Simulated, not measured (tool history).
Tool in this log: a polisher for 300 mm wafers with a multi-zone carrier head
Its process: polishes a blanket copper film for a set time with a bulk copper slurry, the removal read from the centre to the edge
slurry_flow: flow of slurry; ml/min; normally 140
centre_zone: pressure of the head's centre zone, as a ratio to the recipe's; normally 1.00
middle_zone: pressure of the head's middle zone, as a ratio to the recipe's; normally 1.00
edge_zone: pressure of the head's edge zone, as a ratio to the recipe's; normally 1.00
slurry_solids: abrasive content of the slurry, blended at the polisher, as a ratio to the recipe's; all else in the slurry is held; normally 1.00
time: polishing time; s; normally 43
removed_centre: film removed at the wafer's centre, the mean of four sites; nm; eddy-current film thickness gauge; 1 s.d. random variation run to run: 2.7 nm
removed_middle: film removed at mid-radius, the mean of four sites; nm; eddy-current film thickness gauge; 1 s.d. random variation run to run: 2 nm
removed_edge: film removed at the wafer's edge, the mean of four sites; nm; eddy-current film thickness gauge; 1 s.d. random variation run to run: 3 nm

run,day,slurry_flow,centre_zone,middle_zone,edge_zone,slurry_solids,time,"incoming thickness of the incoming film, nm",removed_centre,removed_middle,removed_edge
1,0.000,140,1.00,1.00,1.00,1.00,43,4260.7,308.2,305.3,321.4
2,2.238,140,1.00,1.00,1.00,1.00,43,4224.8,304.7,303.7,317.5
3,4.000,140,1.00,1.00,1.00,1.00,43,4362.0,329.5,319.9,331.6
4,6.471,140,1.00,1.00,1.00,1.00,43,4401.4,328.8,322.9,333.3
5,7.779,140,1.00,0.96,1.00,1.00,43,4333.0,329.0,311.2,331.4
6,10.621,140,1.00,0.96,1.00,1.00,43,4315.7,325.0,311.4,332.7
7,13.392,140,1.00,1.00,1.00,1.00,52,4365.4,397.8,384.2,396.7
8,14.742,140,1.00,1.00,1.00,1.00,43,4368.5,325.0,320.6,327.0
9,17.379,140,1.00,1.00,1.00,1.00,43,4306.2,327.2,320.8,331.6
10,19.879,140,1.04,1.00,1.00,1.00,47,4242.3,366.7,342.1,353.4
11,24.721,140,1.00,1.07,0.91,0.80,50,4259.8,356.5,364.2,341.4
12,27.362,140,1.05,1.00,1.00,1.00,43,4368.3,328.3,307.7,319.5
13,28.717,140,1.00,1.00,1.00,1.00,43,4393.9,307.8,306.7,317.8
14,33.388,140,1.05,1.00,0.88,1.10,53,4283.0,435.5,404.6,392.3
15,35.192,140,1.11,1.07,1.11,1.00,37,4295.1,314.2,293.4,302.0
16,38.121,95,1.00,1.05,1.00,1.00,43,4357.6,297.9,307.6,314.6
17,40.383,140,0.88,1.00,1.00,0.75,39,4288.1,246.5,279.7,288.0
18,42.542,110,1.00,1.09,1.00,1.00,43,4359.3,307.2,328.2,317.6
19,45.429,140,1.00,1.00,1.00,1.10,43,4246.6,332.3,327.1,338.1
20,48.404,140,1.00,1.00,0.96,1.00,43,4280.1,322.8,315.8,323.5
21,50.275,140,1.00,1.00,1.08,1.00,50,4252.5,370.4,365.3,393.8
22,52.892,140,1.00,1.00,1.00,1.00,43,4335.9,315.9,310.8,325.5

The log once held 9 entries between its listed runs, left out of this copy. Where does each go, and what is different about the tool's unlogged condition between the listed run before it and the listed run after it?
From run 1 to run 2: worn pad replaced by a new one (day 2.000)
  slurry flow missing at the pad, %: 24 -> 28.1
  measured minus no-state result, removed_centre: -21.6 -> -26.5 nm; removed_middle: -18.6 -> -23.0 nm; removed_edge: -13.6 -> -16.6 nm
From run 2 to run 3: slurry nozzle cleaned (day 3.692)
  slurry flow missing at the pad, %: 28.1 -> 2.44
  measured minus no-state result, removed_centre: -26.5 -> -1.8 nm; removed_middle: -23.0 -> -1.6 nm; removed_edge: -16.6 -> -1.2 nm
From run 6 to run 7: centre zone pressure recalibrated (day 10.992)
  slurry flow missing at the pad, %: 4.12 -> 5.74
  measured minus no-state result, removed_centre: -3.1 -> -5.4 nm; removed_middle: -2.6 -> -4.5 nm; removed_edge: -2.0 -> -3.3 nm
From run 7 to run 8: edge zone pressure recalibrated (day 14.004)
  slurry flow missing at the pad, %: 5.74 -> 6.73
  measured minus no-state result, removed_centre: -5.4 -> -5.1 nm; removed_middle: -4.5 -> -4.4 nm; removed_edge: -3.3 -> -3.2 nm
From run 8 to run 9: carrier head's membrane replaced by a new one (day 15.175)
  slurry flow missing at the pad, %: 6.73 -> 9.02
  measured minus no-state result, removed_centre: -5.1 -> -7.1 nm; removed_middle: -4.4 -> -6.2 nm; removed_edge: -3.2 -> -4.4 nm
From run 9 to run 10: worn pad replaced by a new one (day 19.000)
  slurry flow missing at the pad, %: 9.02 -> 11.6
  measured minus no-state result, removed_centre: -7.1 -> -10.6 nm; removed_middle: -6.2 -> -8.7 nm; removed_edge: -4.4 -> -6.4 nm
From run 13 to run 14: slurry nozzle cleaned (day 32.533); worn pad replaced by a new one (day 33.312)
  slurry flow missing at the pad, %: 24.4 -> 1.46
  measured minus no-state result, removed_centre: -22.1 -> -1.4 nm; removed_middle: -19.2 -> -1.1 nm; removed_edge: -13.7 -> -0.8 nm
From run 19 to run 20: worn pad replaced by a new one (day 46.925)
  slurry flow missing at the pad, %: 7.28 -> 10.3
  measured minus no-state result, removed_centre: -5.8 -> -8.1 nm; removed_middle: -5.0 -> -6.9 nm; removed_edge: -3.6 -> -5.0 nm
